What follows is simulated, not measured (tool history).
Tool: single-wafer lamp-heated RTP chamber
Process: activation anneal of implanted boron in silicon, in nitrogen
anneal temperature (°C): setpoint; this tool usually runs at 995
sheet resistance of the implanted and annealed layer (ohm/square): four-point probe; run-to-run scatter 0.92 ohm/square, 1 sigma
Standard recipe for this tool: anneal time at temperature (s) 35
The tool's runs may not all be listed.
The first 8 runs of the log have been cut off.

run	hour	anneal temperature (°C)	anneal time at temperature (s)	read-back reference wafer on the same gauge, sheet resistance	sheet resistance of the implanted and annealed layer (ohm/square)
9	860.3	995	35	294.34	361.12
10	946.2	995	35	294.21	360.20
# hour 1041.3: gauge calibrated
11	1043.5	995	35	297.69	364.35
12	1082.3	995	35	297.46	364.72
13	1150.1	995	35	297.33	365.06
# hour 1197.4: pyrometer window cleaned and pyrometer calibrated
14	1212.2	995	43	297.14	364.95
15	1325.7	995	43	297.24	364.06
16	1430.7	995	35	297.11	365.86
17	1533.0	1015	48	297.03	359.36
# hour 1610.5: reflector plate cleaned
18	1611.0	995	54	296.77	363.05
19	1666.8	1014	22	296.80	361.02
20	1731.3	1004	26	296.45	362.88
# hour 1768.6: pyrometer window cleaned and pyrometer calibrated
21	1780.9	1017	35	296.52	359.26
22	1878.8	979	46	296.25	370.23
23	1986.8	1007	41	296.22	359.43
24	2075.2	995	35	296.07	362.11
25	2143.1	1012	25	295.91	362.08
# hour 2260.4: pyrometer window cleaned and pyrometer calibrated
26	2352.2	1009	35	295.50	359.90
27	2412.4	995	35	295.47	364.17
28	2454.9	977	54	295.47	371.19
# hour 2504.3: reflector plate cleaned
29	2546.2	984	43	295.41	365.88
30	2650.5	995	35	294.98	364.81
31	2754.1	995	35	294.92	363.27
# hour 2769.1: pyrometer window cleaned and pyrometer calibrated
32	2797.9	1015	48	295.07	359.57

Below are 3 alternative next runs, each starting from the tool's condition after run 32. Predict each:
A	2798.3	967	35	?	?
B	2798.3	1019	51	?	?
C	2798.3	995	14	?	?

run	read-back reference wafer on the same gauge, sheet resistance	sheet resistance of the implanted and annealed layer (ohm/square)
A	294.96	383.45
B	294.96	357.50
C	294.96	367.43
Without the tool's hidden state the same runs would have given:
run	sheet resistance of the implanted and annealed layer (ohm/square)
A	386.01
B	359.88
C	369.88
